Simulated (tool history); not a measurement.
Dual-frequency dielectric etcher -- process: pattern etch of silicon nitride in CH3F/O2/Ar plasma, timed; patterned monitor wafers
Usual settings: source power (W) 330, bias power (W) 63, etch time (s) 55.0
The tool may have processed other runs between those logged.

run     day  source power (W)  bias power (W)  etch time (s)  read-back reference wafer on the same gauge, depth_nm  mean etch depth across the wafer (Å)
  1   0.000               310              63           55.0                                                  32.39                                 325.4
      5.342  -- wet clean of the chamber
  2   7.850               350              63           55.0                                                  32.25                                 342.7
  3  11.946               330              63           55.0                                                  32.31                                 327.9
  4  13.812               330              63           55.0                                                  32.40                                 332.0
  5  15.479               330              63           55.0                                                  32.33                                 335.6
  6  18.988               330              63           55.0                                                  32.35                                 333.1
  7  22.517               330              63           55.0                                                  32.22                                 341.6
     23.833  -- gauge calibrated
  8  24.729               330              63           55.0                                                  32.25                                 342.0
     27.850  -- source power generator calibrated
     29.325  -- wet clean of the chamber
  9  29.346               330              63           65.5                                                  32.42                                 393.0
 10  32.125               330              63           55.0                                                  32.23                                 331.7
 11  36.317               330              63           55.0                                                  32.32                                 331.4
 12  39.296               330              51           55.0                                                  32.28                                 322.9
     43.796  -- upper electrode replaced
 13  43.817               330              63           55.0                                                  32.31                                 338.4
 14  45.817               330              63           55.0                                                  32.36                                 343.9
     48.150  -- wet clean of the chamber
 15  48.300               360              51           43.5                                                  32.32                                 256.7
     51.558  -- bias power generator calibrated
 16  52.554               380              63           41.0                                                  32.33                                 265.8
 17  55.612               330              63           41.5                                                  32.27                                 247.3
 18  57.883               260              72           64.0                                                  32.18                                 341.2
     58.517  -- gauge calibrated
 19  61.250               310              52           60.0                                                  32.37                                 337.8
 20  63.708               330              63           45.5                                                  32.32                                 279.5
     67.775  -- wet clean of the chamber
 21  67.796               330              50           55.0                                                  32.37                                 306.1
 22  70.829               330              63           55.0                                                  32.20                                 328.7
 23  73.254               330              63           41.5                                                  32.21                                 249.5
 24  76.846               390              55           66.5                                                  32.35                                 431.8

3 options for the next run, each taken on its own from the tool as it stands now. Forecast them:
  A  76.862               330              69           55.0                                                      ?                                     ?
  B  76.862               390              50           39.5                                                      ?                                     ?
  C  76.862               360              75           70.0                                                      ?                                     ?

run  read-back reference wafer on the same gauge, depth_nm  mean etch depth across the wafer (Å)
  A                                                  32.33                                 338.2
  B                                                  32.33                                 249.6
  C                                                  32.33                                 462.5
With no hidden state in the tool, these same runs would have given:
run  mean etch depth across the wafer (Å)
  A                                 330.9
  B                                 244.2
  C                                 452.6

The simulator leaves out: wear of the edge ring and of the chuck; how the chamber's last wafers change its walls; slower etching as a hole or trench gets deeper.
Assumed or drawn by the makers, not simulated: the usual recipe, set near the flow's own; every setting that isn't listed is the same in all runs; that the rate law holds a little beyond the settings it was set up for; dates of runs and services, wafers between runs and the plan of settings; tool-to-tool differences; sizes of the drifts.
